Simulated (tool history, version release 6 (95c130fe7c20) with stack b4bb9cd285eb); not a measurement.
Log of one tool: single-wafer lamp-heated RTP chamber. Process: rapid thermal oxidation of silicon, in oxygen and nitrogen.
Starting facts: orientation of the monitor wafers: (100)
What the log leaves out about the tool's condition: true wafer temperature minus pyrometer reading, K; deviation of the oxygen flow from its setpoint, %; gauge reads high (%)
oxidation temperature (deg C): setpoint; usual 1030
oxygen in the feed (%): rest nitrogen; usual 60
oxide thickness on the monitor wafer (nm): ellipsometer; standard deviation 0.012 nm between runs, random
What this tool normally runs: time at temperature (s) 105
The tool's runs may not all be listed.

| run | hour | oxidation temperature (deg C) | time at temperature (s) | oxygen in the feed (%) | wafers since the last listed run | wafers since the last pyrometer calibration | hours since the oxygen flow controller was replaced | hours since the gauge calibration | read-back reference wafer on the same gauge, thickness | oxide thickness on the monitor wafer (nm) |
|---|---|---|---|---|---|---|---|---|---|---|
| 1 | 0 | 1030 | 105 | 42 | 0 | 308 | 1639 | 51.7 | 7.583 | 7.166 |
| 2 | 21 | 1030 | 105 | 42 | 161 | 469 | 1660 | 72.7 | 7.582 | 7.158 |
| 3 | 45.6 | 1030 | 105 | 60 | 188 | 658 | 1684.6 | 97.3 | 7.578 | 8.13 |
| 4 | 67.1 | 1030 | 105 | 60 | 164 | 823 | 1706.1 | 118.8 | 7.582 | 8.129 |
| 5 | 102.8 | 1030 | 105 | 60 | 273 | 1097 | 1741.8 | 154.5 | 7.579 | 8.152 |
| 6 | 136.3 | 1030 | 105 | 60 | 257 | 1354 | 1775.3 | 188 | 7.584 | 8.173 |
| 7 | 160.4 | 1030 | 105 | 60 | 184 | 1539 | 1799.4 | 212.1 | 7.579 | 8.171 |
| 8 | 176.2 | 1030 | 105 | 60 | 121 | 1660 | 1815.2 | 227.9 | 7.58 | 8.189 |
| 9 | 196.6 | 1030 | 105 | 60 | 156 | 1816 | 1835.6 | 248.3 | 7.577 | 8.224 |
| 10 | 227.7 | 1030 | 105 | 60 | 238 | 2055 | 1866.7 | 279.4 | 7.578 | 8.224 |
| 11 | 241 | 1030 | 105 | 60 | 102 | 2157 | 1880 | 292.7 | 7.575 | 8.245 |
|  | 252.2 | pyrometer window cleaned and pyrometer calibrated |
| 12 | 271.6 | 1030 | 105 | 60 | 173 | 148 | 1910.6 | 323.3 | 7.582 | 8.138 |
| 13 | 301.1 | 1030 | 119 | 36 | 226 | 374 | 1940.1 | 352.8 | 7.578 | 7.184 |
|  | 319.1 | oxygen flow controller replaced |
| 14 | 319.6 | 1030 | 119 | 36 | 80 | 455 | 0.5 | 371.3 | 7.579 | 7.18 |
| 15 | 337.6 | 1030 | 146 | 60 | 138 | 593 | 18.5 | 389.3 | 7.581 | 9.454 |
| 16 | 362.5 | 1057 | 66 | 31 | 191 | 784 | 43.4 | 414.2 | 7.58 | 6.321 |
| 17 | 386.7 | 1030 | 105 | 52 | 185 | 970 | 67.6 | 438.4 | 7.577 | 7.72 |
| 18 | 417.3 | 1030 | 105 | 60 | 234 | 1205 | 98.2 | 469 | 7.58 | 8.161 |
| 19 | 429.4 | 1010 | 140 | 60 | 92 | 1298 | 110.3 | 481.1 | 7.58 | 8.058 |
| 20 | 459.4 | 1018 | 150 | 80 | 230 | 1528 | 140.3 | 511.1 | 7.578 | 9.819 |
| 21 | 493.1 | 1030 | 105 | 60 | 258 | 1786 | 174 | 544.8 | 7.582 | 8.18 |
|  | 530.3 | pyrometer window cleaned and pyrometer calibrated |
| 22 | 530.8 | 1017 | 65 | 60 | 227 | 3 | 211.7 | 582.5 | 7.581 | 5.98 |
|  | 594.4 | gauge calibrated |
| 23 | 623.1 | 1030 | 56 | 60 | 708 | 712 | 304 | 28.7 | 7.579 | 6.155 |
| 24 | 650.5 | 1030 | 119 | 36 | 210 | 922 | 331.4 | 56.1 | 7.58 | 7.186 |
| 25 | 672.6 | 1053 | 134 | 85 | 169 | 1092 | 353.5 | 78.2 | 7.578 | 12.123 |
| 26 | 708.1 | 1021 | 105 | 51 | 272 | 1364 | 389 | 113.7 | 7.578 | 7.228 |
| 27 | 730.3 | 1030 | 105 | 60 | 170 | 1534 | 411.2 | 135.9 | 7.581 | 8.177 |
|  | 765.6 | pyrometer window cleaned and pyrometer calibrated |
| 28 | 766.1 | 1004 | 105 | 47 | 213 | 3 | 447 | 171.7 | 7.58 | 6.186 |
| 29 | 780 | 1030 | 105 | 80 | 106 | 110 | 460.9 | 185.6 | 7.578 | 9.015 |

5 options for the next run, each taken on its own from the tool as it stands now. Forecast them:
| A | 780.5 | 1030 | 105 | 60 | 3 | 114 | 461.4 | 186.1 | ? | ? |
| B | 780.5 | 1013 | 86 | 74 | 3 | 114 | 461.4 | 186.1 | ? | ? |
| C | 780.5 | 1060 | 119 | 78 | 3 | 114 | 461.4 | 186.1 | ? | ? |
| D | 780.5 | 1022 | 105 | 44 | 3 | 114 | 461.4 | 186.1 | ? | ? |
| E | 780.5 | 1030 | 105 | 39 | 3 | 114 | 461.4 | 186.1 | ? | ? |

| run | read-back reference wafer on the same gauge, thickness | oxide thickness on the monitor wafer (nm) |
|---|---|---|
| A | 7.578 | 8.136 |
| B | 7.578 | 7.095 |
| C | 7.578 | 11.665 |
| D | 7.578 | 6.888 |
| E | 7.578 | 6.984 |
The same runs, with their run-to-run variation unchanged, on a tool lacking any hidden condition would have given:
| run | oxide thickness on the monitor wafer (nm) |
|---|---|
| A | 8.12 |
| B | 7.08 |
| C | 11.642 |
| D | 6.874 |
| E | 6.97 |
